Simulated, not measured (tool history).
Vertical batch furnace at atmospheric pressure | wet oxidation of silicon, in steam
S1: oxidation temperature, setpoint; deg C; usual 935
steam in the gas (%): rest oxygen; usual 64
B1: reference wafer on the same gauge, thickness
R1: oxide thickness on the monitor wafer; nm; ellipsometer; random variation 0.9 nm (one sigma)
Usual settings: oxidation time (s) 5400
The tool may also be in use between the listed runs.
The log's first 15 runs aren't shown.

{"run": 16, "hour": 272.0, "S1": 935, "oxidation time (s)": 5400, "steam in the gas (%)": 70, "B1": 210.01, "R1": 269.82}
{"run": 17, "hour": 283.9, "S1": 916, "oxidation time (s)": 3690, "steam in the gas (%)": 64, "B1": 210.03, "R1": 163.92}
{"run": 18, "hour": 304.6, "S1": 947, "oxidation time (s)": 5400, "steam in the gas (%)": 53, "B1": 209.91, "R1": 243.54}
{"run": 19, "hour": 315.9, "S1": 959, "oxidation time (s)": 7140, "steam in the gas (%)": 56, "B1": 210.08, "R1": 342.58}
{"run": 20, "hour": 324.3, "S1": 935, "oxidation time (s)": 5400, "steam in the gas (%)": 64, "B1": 209.94, "R1": 254.2}
{"run": 21, "hour": 342.1, "S1": 952, "oxidation time (s)": 3930, "steam in the gas (%)": 71, "B1": 209.98, "R1": 250.57}
{"run": 22, "hour": 356.3, "S1": 956, "oxidation time (s)": 5400, "steam in the gas (%)": 67, "B1": 209.84, "R1": 312.24}
{"hour": 387.4, "done": "thermocouples replaced and temperature profile calibrated"}
{"run": 23, "hour": 387.9, "S1": 935, "oxidation time (s)": 5400, "steam in the gas (%)": 64, "B1": 209.8, "R1": 253.26}
{"run": 24, "hour": 393.2, "S1": 935, "oxidation time (s)": 3450, "steam in the gas (%)": 56, "B1": 209.73, "R1": 168.03}
{"run": 25, "hour": 407.3, "S1": 946, "oxidation time (s)": 5400, "steam in the gas (%)": 64, "B1": 209.61, "R1": 276.21}
{"hour": 414.0, "done": "gauge calibrated"}
{"run": 26, "hour": 419.9, "S1": 929, "oxidation time (s)": 3600, "steam in the gas (%)": 58, "B1": 209.93, "R1": 168.12}
{"run": 27, "hour": 431.2, "S1": 935, "oxidation time (s)": 4380, "steam in the gas (%)": 76, "B1": 209.94, "R1": 245.62}
{"run": 28, "hour": 448.2, "S1": 916, "oxidation time (s)": 5400, "steam in the gas (%)": 68, "B1": 209.96, "R1": 221.77}
{"run": 29, "hour": 459.8, "S1": 915, "oxidation time (s)": 5400, "steam in the gas (%)": 58, "B1": 209.9, "R1": 196.43}
{"run": 30, "hour": 478.8, "S1": 935, "oxidation time (s)": 5400, "steam in the gas (%)": 64, "B1": 210.09, "R1": 251.46}
{"run": 31, "hour": 498.9, "S1": 926, "oxidation time (s)": 7860, "steam in the gas (%)": 72, "B1": 210.09, "R1": 330.47}
{"run": 32, "hour": 519.5, "S1": 935, "oxidation time (s)": 7530, "steam in the gas (%)": 64, "B1": 210.03, "R1": 319.47}
{"run": 33, "hour": 530.6, "S1": 935, "oxidation time (s)": 5400, "steam in the gas (%)": 64, "B1": 210.26, "R1": 249.98}
{"run": 34, "hour": 546.2, "S1": 935, "oxidation time (s)": 5400, "steam in the gas (%)": 64, "B1": 209.92, "R1": 251.4}
{"run": 35, "hour": 567.8, "S1": 935, "oxidation time (s)": 5400, "steam in the gas (%)": 64, "B1": 210.18, "R1": 250.7}
{"run": 36, "hour": 579.6, "S1": 910, "oxidation time (s)": 5400, "steam in the gas (%)": 64, "B1": 210.23, "R1": 200.59}
{"run": 37, "hour": 601.3, "S1": 935, "oxidation time (s)": 5400, "steam in the gas (%)": 75, "B1": 209.96, "R1": 280.22}
{"run": 38, "hour": 613.0, "S1": 935, "oxidation time (s)": 5400, "steam in the gas (%)": 64, "B1": 209.99, "R1": 250.4}
{"run": 39, "hour": 625.0, "S1": 935, "oxidation time (s)": 5400, "steam in the gas (%)": 64, "B1": 210.18, "R1": 250.86}

3 ways to go on from here, each from the tool as it stands after run 39. What would each give?
{"run": "A", "hour": 630.4, "S1": 935, "oxidation time (s)": 5400, "steam in the gas (%)": 59, "B1": "?", "R1": "?"}
{"run": "B", "hour": 630.4, "S1": 960, "oxidation time (s)": 6750, "steam in the gas (%)": 74, "B1": "?", "R1": "?"}
{"run": "C", "hour": 630.4, "S1": 928, "oxidation time (s)": 2730, "steam in the gas (%)": 64, "B1": "?", "R1": "?"}

run=A B1=210.23 R1=235.60
run=B B1=210.23 R1=396.58
run=C B1=210.23 R1=146.59
Without the tool's hidden state the same runs would have given:
run=A R1=238.73
run=B R1=401.65
run=C R1=148.42
